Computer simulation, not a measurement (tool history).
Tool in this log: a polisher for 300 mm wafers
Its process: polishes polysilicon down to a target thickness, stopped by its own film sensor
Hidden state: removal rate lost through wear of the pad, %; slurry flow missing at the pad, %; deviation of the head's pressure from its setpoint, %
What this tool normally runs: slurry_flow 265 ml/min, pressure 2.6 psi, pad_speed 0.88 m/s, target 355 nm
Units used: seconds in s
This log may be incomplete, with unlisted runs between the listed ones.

run	hour	slurry_flow	pressure	pad_speed	target	wafers since the last listed run	wafers polished on this pad	hours since the slurry nozzle was cleaned	hours since the head pressure was calibrated	incoming thickness of the incoming film, nm	seconds
1	0.0	265	3.2	0.88	355	0	708	502.6	686.5	700.5	42.7
# hour 40.7: worn pad replaced by a new one
2	122.0	265	3.2	0.88	355	1055	726	624.6	808.5	708.1	44.1
3	149.9	265	2.6	0.88	270	249	976	652.5	836.4	710.0	65.5
# hour 186.2: worn pad replaced by a new one
4	187.7	265	2.6	0.88	270	302	13	690.3	874.2	704.4	62.0
5	237.9	265	1.9	0.88	297	449	462	740.5	924.4	715.0	82.3
6	281.3	265	1.9	0.88	297	388	851	783.9	967.8	711.7	81.0
# hour 313.4: worn pad replaced by a new one
7	317.3	265	2.1	0.88	355	286	34	819.9	1003.8	710.2	62.3
8	349.6	190	3.0	1.04	355	288	323	852.2	1036.1	704.6	39.5
# hour 387.4: head pressure recalibrated
9	412.8	265	1.9	0.70	355	547	870	915.4	25.4	720.1	89.4
# hour 414.5: slurry nozzle cleaned
# hour 440.2: worn pad replaced by a new one
10	463.0	330	2.0	0.80	355	404	204	48.5	75.6	707.8	69.9
11	502.0	175	2.3	1.04	233	348	553	87.5	114.6	704.1	68.0
12	557.6	265	2.6	0.88	355	497	1050	143.1	170.2	707.4	53.7
# hour 582.7: worn pad replaced by a new one
13	602.4	265	1.8	0.88	355	364	175	187.9	215.0	713.8	72.3
14	654.4	265	2.6	0.58	355	465	641	239.9	267.0	707.1	80.4

Here are 3 independent what-if runs from the current tool condition. What would each one return?
A	654.8	265	2.6	0.88	355	3	644	240.3	267.4	711.6	?
B	654.8	265	2.9	0.88	321	3	644	240.3	267.4	711.6	?
C	654.8	310	2.2	0.88	355	3	644	240.3	267.4	711.6	?

run	seconds
A	54.9
B	54.6
C	62.8
With no hidden state in the tool, these same runs would have given:
run	seconds
A	51.4
B	51.1
C	58.8
